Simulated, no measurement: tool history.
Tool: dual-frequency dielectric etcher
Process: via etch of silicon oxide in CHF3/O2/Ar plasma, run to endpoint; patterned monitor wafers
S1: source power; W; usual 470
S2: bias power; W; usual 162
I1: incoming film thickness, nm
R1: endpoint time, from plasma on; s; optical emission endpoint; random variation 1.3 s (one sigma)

run 1 hour=0 | S1=470 S2=162 | I1=728.7 | R1=443
-- hour=114.9 wet clean of the chamber
run 2 hour=115.4 | S1=410 S2=162 | I1=730.9 | R1=467.8
run 3 hour=135.4 | S1=410 S2=162 | I1=729.7 | R1=468.4
run 4 hour=184.6 | S1=520 S2=162 | I1=723.6 | R1=408.9
run 5 hour=227.7 | S1=470 S2=193 | I1=729.2 | R1=407.5
run 6 hour=252.7 | S1=470 S2=193 | I1=724.5 | R1=408.2
run 7 hour=286.9 | S1=470 S2=185 | I1=737.4 | R1=419.6
run 8 hour=334.4 | S1=470 S2=185 | I1=730.5 | R1=420.2
run 9 hour=381.1 | S1=470 S2=162 | I1=728.8 | R1=441.9
-- hour=391 source power generator calibrated
run 10 hour=432.5 | S1=470 S2=192 | I1=735.2 | R1=419.3
-- hour=485.2 wet clean of the chamber
-- hour=496.9 upper electrode replaced
run 11 hour=497.4 | S1=470 S2=162 | I1=721.6 | R1=428.1
run 12 hour=552.5 | S1=470 S2=162 | I1=729.7 | R1=435.2
-- hour=571.7 bias power generator calibrated
run 13 hour=591.1 | S1=470 S2=162 | I1=724.7 | R1=433.8
run 14 hour=641.8 | S1=550 S2=125 | I1=727.5 | R1=444.3
run 15 hour=685.4 | S1=580 S2=162 | I1=727.3 | R1=396.1
run 16 hour=720.8 | S1=560 S2=141 | I1=728 | R1=425.2
run 17 hour=754 | S1=470 S2=193 | I1=715.1 | R1=409.2
-- hour=802.6 wet clean of the chamber
run 18 hour=810.6 | S1=470 S2=162 | I1=734.8 | R1=437.2
run 19 hour=871.9 | S1=560 S2=162 | I1=730.5 | R1=400
run 20 hour=929.1 | S1=470 S2=138 | I1=730.9 | R1=469.7
run 21 hour=966.3 | S1=470 S2=162 | I1=727.5 | R1=439.3
run 22 hour=1031.1 | S1=470 S2=162 | I1=724.7 | R1=444
run 23 hour=1068.3 | S1=580 S2=162 | I1=729.3 | R1=401
-- hour=1135.1 wet clean of the chamber
run 24 hour=1135.6 | S1=430 S2=182 | I1=730.5 | R1=435.9
run 25 hour=1159.2 | S1=470 S2=191 | I1=728 | R1=405.8
run 26 hour=1230.2 | S1=410 S2=130 | I1=732.1 | R1=513.3
run 27 hour=1266.8 | S1=540 S2=142 | I1=732.9 | R1=430.9

Forecast each of these 3 alternatives for the next run:
run A hour=1267.3 | S1=470 S2=162 | I1=727.3 | R1=?
run B hour=1267.3 | S1=390 S2=151 | I1=727.3 | R1=?
run C hour=1267.3 | S1=520 S2=149 | I1=727.3 | R1=?

run=A R1=439.9
run=B R1=502.1
run=C R1=430.1
Without the tool's hidden state the same runs would have given:
run=A R1=433.8
run=B R1=495.1
run=C R1=424.1
